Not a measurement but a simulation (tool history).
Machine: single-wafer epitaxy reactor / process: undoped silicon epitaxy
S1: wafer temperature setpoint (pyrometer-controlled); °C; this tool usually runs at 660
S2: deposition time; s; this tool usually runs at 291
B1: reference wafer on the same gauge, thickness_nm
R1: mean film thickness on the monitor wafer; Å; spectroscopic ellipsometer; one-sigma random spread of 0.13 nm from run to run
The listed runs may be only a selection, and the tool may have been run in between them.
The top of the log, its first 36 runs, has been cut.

run,hour,S1,S2,B1,R1
37,1687.8,660,291,55.350,618.68
38,1730.0,660,291,55.363,618.80
39,1775.8,660,291,55.333,620.43
40,1801.5,660,238,55.283,507.39
41,1870.1,649,336,55.259,545.58
42,1934.6,645,258,55.216,376.94
43,1974.5,674,291,55.142,866.39
44,2013.4,675,291,55.148,886.34

Branching from run 44: 3 alternative next runs. What would each branch give?
A,2013.9,660,326,?,?
B,2013.9,664,340,?,?
C,2013.9,649,340,?,?

run,B1,R1
A,55.229,691.95
B,55.229,794.99
C,55.229,550.33
Had the tool no hidden state, the same runs would have come out as:
run,R1
A,698.54
B,802.56
C,555.57
